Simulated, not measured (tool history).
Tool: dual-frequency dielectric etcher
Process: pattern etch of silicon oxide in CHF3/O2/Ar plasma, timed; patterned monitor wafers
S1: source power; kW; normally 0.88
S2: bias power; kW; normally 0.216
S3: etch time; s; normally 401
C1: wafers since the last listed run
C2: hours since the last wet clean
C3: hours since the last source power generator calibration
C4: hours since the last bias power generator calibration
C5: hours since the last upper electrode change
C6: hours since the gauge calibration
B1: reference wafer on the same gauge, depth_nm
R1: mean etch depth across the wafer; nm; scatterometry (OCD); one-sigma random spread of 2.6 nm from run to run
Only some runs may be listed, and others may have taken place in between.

run     day    S1     S2     S3   C1     C2      C3      C4      C5     C6     B1      R1
  1       0  0.88  0.216    401    0  270.8  2642.3    2010  4593.8    214    866  1023.6
  2   1.146  0.88  0.216    401  162  298.3  2669.8  2037.5  4621.3  241.5    867  1028.1
  3   2.167  0.88  0.216    401  145  322.8  2694.3    2062  4645.8    266  868.2    1027
  4   3.096  0.88  0.216    401  132  345.1  2716.6  2084.3  4668.1  288.3  869.1  1025.6
  5   4.004  0.88  0.216    401  129  366.9  2738.4  2106.1  4689.9  310.1  870.3  1026.4
  6   4.996  0.88  0.216  440.5  140  390.7  2762.2  2129.9  4713.7  333.9  871.7  1133.5
  7   5.842  0.88  0.216    401  120    411  2782.5  2150.2    4734  354.2  872.5  1028.9
      7.396  -- wet clean of the chamber
  8   7.417  0.88  0.216    401   81    0.5  2820.3    2188  4771.8    392  875.2  1031.8
  9   7.538  0.88  0.216    401   17    3.4  2823.2  2190.9  4774.7  394.9  875.1  1032.2
 10   8.358  0.88  0.216    286  116   23.1  2842.9  2210.6  4794.4  414.6  876.6     740
      8.954  -- gauge calibrated
 11   9.796  0.79  0.258    501  204   57.6  2877.4  2245.1  4828.9   20.2    858  1330.3
 12  10.704  0.88  0.216  324.5  129   79.4  2899.2  2266.9  4850.7     42  858.9   822.7
     11.938  -- source power generator calibrated
     12.092  -- upper electrode replaced
     12.192  -- bias power generator calibrated
 13  12.212  0.88  0.216    401  154  115.6     6.6     0.5     2.9   78.2  858.5  1014.8
 14  12.229  0.79  0.216  493.5    2    116       7     0.9     3.3   78.6  858.2  1198.1
 15  12.562  0.88  0.216    401   47    124      15     8.9    11.3   86.6  858.6  1013.8
 16  13.962  0.88  0.216    401  198  157.6    48.6    42.5    44.9  120.2  859.3  1017.5
 17  15.379  0.88  0.216    401  201  191.6    82.6    76.5    78.9  154.2  860.3  1020.5
 18  16.192  1.05  0.216    401  115  211.1   102.1      96    98.4  173.7  860.7    1089
 19  17.333  0.88  0.216  431.5  162  238.5   129.5   123.4   125.8  201.1  861.6  1095.6

Below are 3 alternative next runs, each starting from the tool's condition after run 19. Predict each:
  A  17.354  0.88  0.216    401   2  239  130  123.9  126.3  201.6   ?   ?
  B  17.354  0.88   0.25  499.5   2  239  130  123.9  126.3  201.6   ?   ?
  C  17.354  0.81  0.166  455.5   2  239  130  123.9  126.3  201.6   ?   ?

run     B1      R1
  A  862.2    1019
  B  862.2  1372.1
  C  862.2   963.6
Take away the tool's hidden state, keep each run's random variation, and the runs would have read:
run      R1
  A  1017.2
  B  1369.7
  C   961.9
